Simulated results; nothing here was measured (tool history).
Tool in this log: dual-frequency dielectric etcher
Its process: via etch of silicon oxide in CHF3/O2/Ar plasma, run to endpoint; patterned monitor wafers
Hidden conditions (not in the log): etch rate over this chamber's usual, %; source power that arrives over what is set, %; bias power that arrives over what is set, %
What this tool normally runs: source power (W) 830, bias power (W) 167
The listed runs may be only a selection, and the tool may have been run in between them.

| run | hour | source power (W) | bias power (W) | wafers since the last listed run | hours since the last wet clean | hours since the last source power generator calibration | hours since the last bias power generator calibration | hours since the last upper electrode change | incoming incoming film thickness, nm | endpoint time (s) |
|---|---|---|---|---|---|---|---|---|---|---|
| 1 | 0.0 | 830 | 167 | 0 | 289.1 | 3480.1 | 782.1 | 948.9 | 783.6 | 325.2 |
| 2 | 55.4 | 830 | 167 | 201 | 344.5 | 3535.5 | 837.5 | 1004.3 | 774.0 | 314.6 |
| 3 | 132.9 | 830 | 167 | 281 | 422.0 | 3613.0 | 915.0 | 1081.8 | 773.0 | 310.7 |
|  | 158.0 | wet clean of the chamber |
| 4 | 182.6 | 830 | 167 | 93 | 24.6 | 3662.7 | 964.7 | 1131.5 | 779.1 | 338.0 |
| 5 | 255.0 | 830 | 167 | 262 | 97.0 | 3735.1 | 1037.1 | 1203.9 | 774.6 | 329.4 |
| 6 | 291.3 | 830 | 167 | 131 | 133.3 | 3771.4 | 1073.4 | 1240.2 | 774.3 | 321.4 |
| 7 | 381.9 | 830 | 167 | 329 | 223.9 | 3862.0 | 1164.0 | 1330.8 | 776.5 | 328.4 |
| 8 | 418.6 | 830 | 167 | 133 | 260.6 | 3898.7 | 1200.7 | 1367.5 | 768.9 | 324.6 |
| 9 | 485.5 | 900 | 167 | 243 | 327.5 | 3965.6 | 1267.6 | 1434.4 | 768.0 | 312.5 |
| 10 | 551.2 | 900 | 167 | 238 | 393.2 | 4031.3 | 1333.3 | 1500.1 | 772.6 | 309.9 |
| 11 | 595.5 | 830 | 167 | 160 | 437.5 | 4075.6 | 1377.6 | 1544.4 | 769.7 | 314.5 |
|  | 649.6 | wet clean of the chamber |
| 12 | 671.7 | 830 | 167 | 189 | 22.1 | 4151.8 | 1453.8 | 1620.6 | 772.0 | 336.0 |
| 13 | 738.3 | 830 | 167 | 241 | 88.7 | 4218.4 | 1520.4 | 1687.2 | 779.6 | 331.2 |
| 14 | 839.5 | 910 | 167 | 367 | 189.9 | 4319.6 | 1621.6 | 1788.4 | 766.1 | 311.8 |
| 15 | 911.9 | 1040 | 167 | 262 | 262.3 | 4392.0 | 1694.0 | 1860.8 | 771.8 | 303.1 |
| 16 | 962.9 | 770 | 135 | 185 | 313.3 | 4443.0 | 1745.0 | 1911.8 | 774.4 | 368.3 |
| 17 | 1046.0 | 750 | 146 | 301 | 396.4 | 4526.1 | 1828.1 | 1994.9 | 775.3 | 359.2 |
|  | 1090.4 | source power generator calibrated |
| 18 | 1141.2 | 830 | 167 | 331 | 491.6 | 50.8 | 1923.3 | 2090.1 | 767.2 | 312.4 |
|  | 1195.8 | wet clean of the chamber |
| 19 | 1197.7 | 960 | 135 | 118 | 1.9 | 107.3 | 1979.8 | 2146.6 | 775.8 | 349.5 |
|  | 1354.9 | upper electrode replaced |
|  | 1377.2 | bias power generator calibrated |
| 20 | 1405.4 | 830 | 167 | 652 | 209.6 | 315.0 | 28.2 | 50.5 | 771.0 | 321.9 |
| 21 | 1448.5 | 970 | 137 | 156 | 252.7 | 358.1 | 71.3 | 93.6 | 777.0 | 336.0 |
| 22 | 1556.3 | 970 | 137 | 391 | 360.5 | 465.9 | 179.1 | 201.4 | 779.2 | 333.2 |
| 23 | 1616.0 | 830 | 167 | 216 | 420.2 | 525.6 | 238.8 | 261.1 | 779.3 | 319.4 |
|  | 1691.0 | wet clean of the chamber |
| 24 | 1691.5 | 750 | 209 | 187 | 0.5 | 601.1 | 314.3 | 336.6 | 777.6 | 314.1 |
| 25 | 1789.2 | 1010 | 207 | 354 | 98.2 | 698.8 | 412.0 | 434.3 | 769.5 | 284.8 |
| 26 | 1888.7 | 830 | 167 | 361 | 197.7 | 798.3 | 511.5 | 533.8 | 772.2 | 327.5 |
|  | 2122.9 | wet clean of the chamber |
| 27 | 2184.9 | 620 | 147 | 988 | 62.0 | 1094.5 | 807.7 | 830.0 | 770.1 | 387.4 |
| 28 | 2247.5 | 830 | 127 | 227 | 124.6 | 1157.1 | 870.3 | 892.6 | 764.5 | 374.2 |
| 29 | 2325.1 | 1010 | 167 | 281 | 202.2 | 1234.7 | 947.9 | 970.2 | 775.1 | 305.5 |

The tool's hidden state at each run:
source power that arrives over what is set, %: 0, the same for each run
bias power that arrives over what is set, %: 0, the same for each run
H1: etch rate over this chamber's usual, %
| run | H1 |
|---|---|
| 1 | 4.35 |
| 2 | 4.93 |
| 3 | 5.74 |
| 4 | 0.572 |
| 5 | 1.33 |
| 6 | 1.71 |
| 7 | 2.65 |
| 8 | 3.04 |
| 9 | 3.73 |
| 10 | 4.42 |
| 11 | 4.88 |
| 12 | 0.00656 |
| 13 | 0.702 |
| 14 | 1.76 |
| 15 | 2.51 |
| 16 | 3.05 |
| 17 | 3.91 |
| 18 | 4.91 |
| 19 | 0.259 |
| 20 | 2.43 |
| 21 | 2.88 |
| 22 | 4 |
| 23 | 4.63 |
| 24 | -0.587 |
| 25 | 0.433 |
| 26 | 1.47 |
| 27 | 0.902 |
| 28 | 1.56 |
| 29 | 2.37 |
